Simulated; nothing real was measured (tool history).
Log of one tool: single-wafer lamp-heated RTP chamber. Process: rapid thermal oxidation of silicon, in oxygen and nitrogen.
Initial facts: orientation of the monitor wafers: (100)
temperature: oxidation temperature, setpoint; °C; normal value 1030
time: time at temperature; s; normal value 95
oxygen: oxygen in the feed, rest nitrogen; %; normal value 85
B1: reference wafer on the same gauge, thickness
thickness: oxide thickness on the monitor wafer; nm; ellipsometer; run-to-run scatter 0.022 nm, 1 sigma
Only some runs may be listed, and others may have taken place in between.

Run 1, hour 0: usual settings; B1 7.412. Result: thickness 9.006 nm.
Run 2, hour 63: usual settings but oxygen 98 %; B1 7.418. Result: thickness 9.465 nm.
At hour 73.5: pyrometer window cleaned and pyrometer calibrated.
Run 3, hour 132.2: usual settings but oxygen 92 %; B1 7.415. Result: thickness 9.216 nm.
Run 4, hour 185.6: usual settings but time 108 s; B1 7.408. Result: thickness 9.49 nm.
Run 5, hour 230.6: usual settings but time 108 s; B1 7.414. Result: thickness 9.524 nm.
At hour 268.2: pyrometer window cleaned and pyrometer calibrated.
Run 6, hour 283: usual settings; B1 7.423. Result: thickness 8.93 nm.
Run 7, hour 328: usual settings; B1 7.419. Result: thickness 8.992 nm.
At hour 349.4: gauge calibrated.
Run 8, hour 370.3: usual settings; B1 7.417. Result: thickness 8.949 nm.
At hour 394.8: oxygen flow controller replaced.
Run 9, hour 398.3: usual settings; B1 7.42. Result: thickness 9.028 nm.
Run 10, hour 430.7: usual settings; B1 7.425. Result: thickness 9.002 nm.
At hour 486.7: pyrometer window cleaned and pyrometer calibrated.
Run 11, hour 497.4: usual settings but temperature 1049 °C, time 49 s, oxygen 98 %; B1 7.416. Result: thickness 8.009 nm.
Run 12, hour 557.2: usual settings but temperature 1021 °C, time 116 s, oxygen 93 %; B1 7.417. Result: thickness 9.581 nm.

Run 13 comes next. What will it give?
Run 13, hour 589.3: usual settings but temperature 1044 °C, time 73 s, oxygen 58 %; B1 ?. Result: thickness ?.

{"run 13": {"B1": 7.422, "thickness": 7.635}}
Without the tool's hidden state the same run would have given thickness 7.635 nm.
